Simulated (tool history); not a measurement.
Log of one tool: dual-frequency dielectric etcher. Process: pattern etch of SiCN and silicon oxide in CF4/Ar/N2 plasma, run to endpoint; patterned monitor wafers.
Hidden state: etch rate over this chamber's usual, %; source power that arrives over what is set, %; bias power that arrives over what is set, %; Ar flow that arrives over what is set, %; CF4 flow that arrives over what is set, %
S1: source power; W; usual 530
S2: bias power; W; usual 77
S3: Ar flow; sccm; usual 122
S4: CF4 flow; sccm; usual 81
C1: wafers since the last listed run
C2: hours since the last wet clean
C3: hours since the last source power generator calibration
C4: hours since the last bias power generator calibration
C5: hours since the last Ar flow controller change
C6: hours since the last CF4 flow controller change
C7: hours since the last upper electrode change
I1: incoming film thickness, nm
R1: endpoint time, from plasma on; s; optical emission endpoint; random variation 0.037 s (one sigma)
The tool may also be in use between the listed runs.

Run 1, hour 0: usual settings; C1 0; C2 0.5; C3 3995.9; C4 3838.9; C5 4480.1; C6 1572.9; C7 41.7; I1 12.34. Result: R1 12.5 s.
Run 2, hour 0.4: usual settings; C1 3; C2 0.9; C3 3996.3; C4 3839.3; C5 4480.5; C6 1573.3; C7 42.1; I1 12.29. Result: R1 12.4 s.
At hour 8.2: source power generator calibrated.
Run 3, hour 39.3: usual settings; C1 322; C2 39.8; C3 31.1; C4 3878.2; C5 4519.4; C6 1612.2; C7 81; I1 12.34. Result: R1 12.5 s.
Run 4, hour 52.1: usual settings but S3 133 sccm, S4 72 sccm; C1 118; C2 52.6; C3 43.9; C4 3891; C5 4532.2; C6 1625; C7 93.8; I1 12.33. Result: R1 12.8 s.
Run 5, hour 61.5: usual settings but S1 480 W, S4 61 sccm; C1 86; C2 62; C3 53.3; C4 3900.4; C5 4541.6; C6 1634.4; C7 103.2; I1 12.27. Result: R1 14.2 s.
Run 6, hour 71.1: usual settings but S3 94 sccm; C1 88; C2 71.6; C3 62.9; C4 3910; C5 4551.2; C6 1644; C7 112.8; I1 12.39. Result: R1 11.9 s.
Run 7, hour 85.1: usual settings but S2 84 W; C1 129; C2 85.6; C3 76.9; C4 3924; C5 4565.2; C6 1658; C7 126.8; I1 12.28. Result: R1 12 s.
Run 8, hour 98.4: usual settings; C1 122; C2 98.9; C3 90.2; C4 3937.3; C5 4578.5; C6 1671.3; C7 140.1; I1 12.28. Result: R1 12.4 s.
At hour 105.1: bias power generator calibrated.
At hour 106.6: Ar flow controller replaced.
At hour 111.5: CF4 flow controller replaced.
Run 9, hour 112: usual settings but S1 440 W, S3 150 sccm, S4 62 sccm; C1 29; C2 112.5; C3 103.8; C4 6.9; C5 5.4; C6 0.5; C7 153.7; I1 12.25. Result: R1 16 s.
Run 10, hour 115.4: usual settings but S4 65 sccm; C1 31; C2 115.9; C3 107.2; C4 10.3; C5 8.8; C6 3.9; C7 157.1; I1 12.33. Result: R1 12.7 s.
Run 11, hour 126.7: usual settings but S1 480 W, S2 66 W, S3 132 sccm; C1 104; C2 127.2; C3 118.5; C4 21.6; C5 20.1; C6 15.2; C7 168.4; I1 12.39. Result: R1 14.5 s.
Run 12, hour 135.9: usual settings but S4 65 sccm; C1 85; C2 136.4; C3 127.7; C4 30.8; C5 29.3; C6 24.4; C7 177.6; I1 12.4. Result: R1 12.9 s.
Run 13, hour 147.4: usual settings; C1 106; C2 147.9; C3 139.2; C4 42.3; C5 40.8; C6 35.9; C7 189.1; I1 12.29. Result: R1 12.3 s.
Run 14, hour 164.2: usual settings but S1 430 W, S2 96 W; C1 155; C2 164.7; C3 156; C4 59.1; C5 57.6; C6 52.7; C7 205.9; I1 12.31. Result: R1 14.1 s.
Run 15, hour 181.2: usual settings but S2 88 W; C1 157; C2 181.7; C3 173; C4 76.1; C5 74.6; C6 69.7; C7 222.9; I1 12.24. Result: R1 11.7 s.
Run 16, hour 198.2: usual settings but S3 100 sccm, S4 91 sccm; C1 157; C2 198.7; C3 190; C4 93.1; C5 91.6; C6 86.7; C7 239.9; I1 12.4. Result: R1 11.8 s.
Run 17, hour 209.3: usual settings but S1 430 W, S2 95 W, S3 103 sccm; C1 102; C2 209.8; C3 201.1; C4 104.2; C5 102.7; C6 97.8; C7 251; I1 12.31. Result: R1 13.9 s.
Run 18, hour 215.5: usual settings; C1 57; C2 216; C3 207.3; C4 110.4; C5 108.9; C6 104; C7 257.2; I1 12.38. Result: R1 12.3 s.
Run 19, hour 232.3: usual settings but S1 420 W, S2 89 W, S4 98 sccm; C1 155; C2 232.8; C3 224.1; C4 127.2; C5 125.7; C6 120.8; C7 274; I1 12.24. Result: R1 14.3 s.
Run 20, hour 248.5: usual settings but S1 620 W; C1 149; C2 249; C3 240.3; C4 143.4; C5 141.9; C6 137; C7 290.2; I1 12.28. Result: R1 10.5 s.
Run 21, hour 262.7: usual settings but S2 83 W; C1 131; C2 263.2; C3 254.5; C4 157.6; C5 156.1; C6 151.2; C7 304.4; I1 12.29. Result: R1 11.9 s.
Run 22, hour 277.9: usual settings but S3 133 sccm, S4 72 sccm; C1 140; C2 278.4; C3 269.7; C4 172.8; C5 171.3; C6 166.4; C7 319.6; I1 12.25. Result: R1 12.6 s.
Run 23, hour 285.6: usual settings but S1 600 W, S2 67 W; C1 71; C2 286.1; C3 277.4; C4 180.5; C5 179; C6 174.1; C7 327.3; I1 12.29. Result: R1 11.2 s.
Run 24, hour 293.3: usual settings but S4 72 sccm; C1 71; C2 293.8; C3 285.1; C4 188.2; C5 186.7; C6 181.8; C7 335; I1 12.35. Result: R1 12.4 s.
Run 25, hour 301.2: usual settings but S2 62 W; C1 73; C2 301.7; C3 293; C4 196.1; C5 194.6; C6 189.7; C7 342.9; I1 12.14. Result: R1 12.8 s.

Hidden state at the last listed run before each entry between runs and at the first one after, where it differs:
Between runs 2 and 3: source power generator calibrated (hour 8.2)
  etch rate over this chamber's usual, %: 0.259 -> 0.558
  measured less the result without the state, R1: -0.1 -> -0.1 s
Between runs 8 and 9: bias power generator calibrated (hour 105.1); Ar flow controller replaced (hour 106.6); CF4 flow controller replaced (hour 111.5)
  etch rate over this chamber's usual, %: 1.01 -> 1.12
  measured less the result without the state, R1: -0.1 -> -0.2 s
